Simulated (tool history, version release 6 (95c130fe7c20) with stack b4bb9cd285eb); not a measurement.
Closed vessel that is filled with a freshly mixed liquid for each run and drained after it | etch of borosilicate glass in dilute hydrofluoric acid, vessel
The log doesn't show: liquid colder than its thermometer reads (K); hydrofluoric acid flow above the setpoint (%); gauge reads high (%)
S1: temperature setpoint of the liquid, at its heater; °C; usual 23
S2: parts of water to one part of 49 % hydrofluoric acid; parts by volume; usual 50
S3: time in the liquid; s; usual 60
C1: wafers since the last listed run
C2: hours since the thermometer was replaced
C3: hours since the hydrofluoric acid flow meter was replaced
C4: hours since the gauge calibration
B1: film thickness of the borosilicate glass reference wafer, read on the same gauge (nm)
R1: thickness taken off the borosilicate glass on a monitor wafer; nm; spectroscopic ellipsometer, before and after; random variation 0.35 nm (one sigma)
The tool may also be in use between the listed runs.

| run | day | S1 | S2 | S3 | C1 | C2 | C3 | C4 | B1 | R1 |
|---|---|---|---|---|---|---|---|---|---|---|
| 1 | 0 | 21.5 | 50 | 60 | 0 | 630.1 | 497.3 | 672.6 | 40.01 | 61.9 |
| 2 | 2.625 | 21.5 | 50 | 60 | 5325 | 693.1 | 560.3 | 735.6 | 40.02 | 62 |
| 3 | 5.946 | 21.5 | 50 | 60 | 6736 | 772.8 | 640 | 815.3 | 40 | 62.11 |
| 4 | 7.629 | 23 | 50 | 60 | 3414 | 813.2 | 680.4 | 855.7 | 40 | 65.84 |
| 5 | 9.279 | 23 | 50 | 60 | 3347 | 852.8 | 720 | 895.3 | 39.99 | 66.72 |
| 6 | 12.392 | 23 | 50 | 60 | 6313 | 927.5 | 794.7 | 970 | 40 | 65.46 |
| 7 | 14.7 | 23 | 50 | 60 | 4682 | 982.9 | 850.1 | 1025.4 | 39.98 | 66.05 |
| 8 | 18.912 | 23 | 50 | 60 | 8545 | 1084 | 951.2 | 1126.5 | 40.02 | 65.46 |
|  | 28.329 | thermometer replaced |
| 9 | 29.1 | 21 | 50 | 60 | 20581 | 18.5 | 1195.7 | 1371 | 39.97 | 60.89 |
|  | 31.171 | hydrofluoric acid flow meter replaced |
| 10 | 31.362 | 21 | 50 | 60 | 4505 | 72.8 | 4.6 | 1425.3 | 40.01 | 60.63 |
| 11 | 33.5 | 23 | 45 | 60 | 4336 | 124.1 | 55.9 | 1476.6 | 40.01 | 73.8 |
| 12 | 37.162 | 23 | 45 | 60 | 7429 | 212 | 143.8 | 1564.5 | 39.99 | 74.06 |
| 13 | 40.846 | 23 | 50 | 60 | 7471 | 300.4 | 232.2 | 1652.9 | 40 | 65.74 |
| 14 | 43.662 | 20 | 50 | 30 | 5713 | 368 | 299.8 | 1720.5 | 40.01 | 29.06 |
| 15 | 45.938 | 23 | 30 | 60 | 4615 | 422.6 | 354.4 | 1775.1 | 39.99 | 112.32 |
|  | 47.654 | gauge calibrated |
| 16 | 48.446 | 23 | 50 | 60 | 5088 | 482.8 | 414.6 | 19 | 40 | 65.76 |
| 17 | 51.892 | 24.5 | 25 | 35 | 6990 | 565.5 | 497.3 | 101.7 | 40.01 | 84.24 |
| 18 | 55.15 | 26.5 | 55 | 85 | 6609 | 643.7 | 575.5 | 179.9 | 40 | 97.84 |
| 19 | 56.758 | 27.5 | 50 | 60 | 3262 | 682.3 | 614.1 | 218.5 | 39.99 | 79.57 |
| 20 | 59.475 | 23 | 50 | 60 | 5510 | 747.5 | 679.3 | 283.7 | 40.02 | 66.55 |
| 21 | 63.683 | 19.5 | 40 | 70 | 8536 | 848.5 | 780.3 | 384.7 | 40.04 | 84.42 |
| 22 | 75.079 | 21 | 60 | 90 | 23117 | 1122 | 1053.8 | 658.2 | 40 | 75.14 |
| 23 | 76.842 | 19.5 | 30 | 60 | 3575 | 1164.3 | 1096.1 | 700.5 | 40.01 | 96.63 |
| 24 | 79.021 | 24.5 | 30 | 50 | 4420 | 1216.6 | 1148.4 | 752.8 | 40.03 | 99.51 |
| 25 | 81.954 | 23 | 70 | 50 | 5950 | 1287 | 1218.8 | 823.2 | 39.98 | 38.05 |

Forecast each of these 4 alternatives for the next run:
| A | 81.983 | 23 | 50 | 90 | 59 | 1287.7 | 1219.5 | 823.9 | ? | ? |
| B | 81.983 | 26 | 60 | 60 | 59 | 1287.7 | 1219.5 | 823.9 | ? | ? |
| C | 81.983 | 19 | 50 | 75 | 59 | 1287.7 | 1219.5 | 823.9 | ? | ? |
| D | 81.983 | 27 | 50 | 60 | 59 | 1287.7 | 1219.5 | 823.9 | ? | ? |

| run | B1 | R1 |
|---|---|---|
| A | 39.98 | 99.06 |
| B | 39.98 | 61.38 |
| C | 39.98 | 69.75 |
| D | 39.98 | 77.76 |
Without the tool's hidden state the same runs would have given:
| run | R1 |
|---|---|
| A | 99.06 |
| B | 61.38 |
| C | 69.75 |
| D | 77.76 |

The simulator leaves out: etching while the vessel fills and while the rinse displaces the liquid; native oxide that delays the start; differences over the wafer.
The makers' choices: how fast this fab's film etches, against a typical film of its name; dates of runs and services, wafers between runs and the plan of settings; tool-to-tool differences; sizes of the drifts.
